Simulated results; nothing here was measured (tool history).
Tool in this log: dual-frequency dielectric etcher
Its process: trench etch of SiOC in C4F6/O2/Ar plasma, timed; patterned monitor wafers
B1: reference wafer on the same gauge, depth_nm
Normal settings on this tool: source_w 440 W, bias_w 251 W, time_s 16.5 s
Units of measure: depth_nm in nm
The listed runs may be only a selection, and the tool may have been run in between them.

run 1 day=0 | source_w=440 bias_w=251 time_s=13 | B1=29.9 | depth_nm=26.77
run 2 day=1.154 | source_w=440 bias_w=251 time_s=13 | B1=29.9 | depth_nm=26.62
run 3 day=2.108 | source_w=440 bias_w=285 time_s=16.5 | B1=29.9 | depth_nm=36.08
run 4 day=2.7 | source_w=440 bias_w=285 time_s=16.5 | B1=29.89 | depth_nm=35.98
run 5 day=3.983 | source_w=440 bias_w=285 time_s=16.5 | B1=29.9 | depth_nm=36.09
run 6 day=4.85 | source_w=440 bias_w=251 time_s=16.5 | B1=29.9 | depth_nm=33.78
run 7 day=5.379 | source_w=440 bias_w=251 time_s=16.5 | B1=29.9 | depth_nm=33.72
-- day=7.125 wet clean of the chamber
run 8 day=8.746 | source_w=440 bias_w=251 time_s=16.5 | B1=29.91 | depth_nm=34.15
-- day=9.938 upper electrode replaced
run 9 day=9.958 | source_w=440 bias_w=275 time_s=15 | B1=29.89 | depth_nm=32.42
run 10 day=11.004 | source_w=440 bias_w=275 time_s=15 | B1=29.91 | depth_nm=32.45
-- day=13.617 bias power generator calibrated
run 11 day=13.708 | source_w=440 bias_w=275 time_s=15 | B1=29.9 | depth_nm=31.61
run 12 day=15.062 | source_w=360 bias_w=209 time_s=16.5 | B1=29.9 | depth_nm=27.5
-- day=15.842 source power generator calibrated
run 13 day=16.212 | source_w=510 bias_w=298 time_s=18.5 | B1=29.9 | depth_nm=43.19
run 14 day=17.338 | source_w=370 bias_w=251 time_s=16.5 | B1=29.9 | depth_nm=30.76
run 15 day=17.904 | source_w=520 bias_w=251 time_s=13 | B1=29.9 | depth_nm=28.12
-- day=22.208 wet clean of the chamber
run 16 day=22.229 | source_w=440 bias_w=251 time_s=16.5 | B1=29.9 | depth_nm=33.52
-- day=22.338 gauge calibrated
run 17 day=22.838 | source_w=440 bias_w=251 time_s=16.5 | B1=29.9 | depth_nm=33.57
run 18 day=24.188 | source_w=380 bias_w=213 time_s=13.5 | B1=29.89 | depth_nm=23.62
run 19 day=25.558 | source_w=440 bias_w=251 time_s=14.5 | B1=29.9 | depth_nm=29.44
run 20 day=26.242 | source_w=510 bias_w=251 time_s=20 | B1=29.92 | depth_nm=43.14
run 21 day=27.571 | source_w=350 bias_w=286 time_s=16.5 | B1=29.89 | depth_nm=32.26
run 22 day=28.929 | source_w=440 bias_w=251 time_s=16.5 | B1=29.9 | depth_nm=33.42
run 23 day=29.967 | source_w=440 bias_w=251 time_s=16.5 | B1=29.9 | depth_nm=33.4
run 24 day=32.442 | source_w=440 bias_w=251 time_s=12.5 | B1=29.89 | depth_nm=25.2
run 25 day=33.217 | source_w=440 bias_w=217 time_s=16.5 | B1=29.9 | depth_nm=30.87
run 26 day=34.417 | source_w=440 bias_w=199 time_s=16.5 | B1=29.9 | depth_nm=29.4
run 27 day=34.95 | source_w=440 bias_w=251 time_s=16.5 | B1=29.91 | depth_nm=33.3
run 28 day=35.988 | source_w=440 bias_w=251 time_s=16.5 | B1=29.89 | depth_nm=33.22
run 29 day=36.554 | source_w=440 bias_w=251 time_s=16.5 | B1=29.89 | depth_nm=33.18
run 30 day=37.821 | source_w=480 bias_w=192 time_s=20.5 | B1=29.91 | depth_nm=37.39

Predict each of these 4 candidate next runs independently; none follows another, all start after run 30:
run A day=37.838 | source_w=440 bias_w=251 time_s=16.5 | B1=? | depth_nm=?
run B day=37.838 | source_w=490 bias_w=251 time_s=21 | B1=? | depth_nm=?
run C day=37.838 | source_w=440 bias_w=279 time_s=16.5 | B1=? | depth_nm=?
run D day=37.838 | source_w=510 bias_w=251 time_s=16.5 | B1=? | depth_nm=?

run=A B1=29.91 depth_nm=33.26
run=B B1=29.91 depth_nm=44.37
run=C B1=29.91 depth_nm=35.09
run=D B1=29.91 depth_nm=35.47
What these runs would have given with no unlogged condition in the tool:
run=A depth_nm=33.49
run=B depth_nm=44.67
run=C depth_nm=35.32
run=D depth_nm=35.71
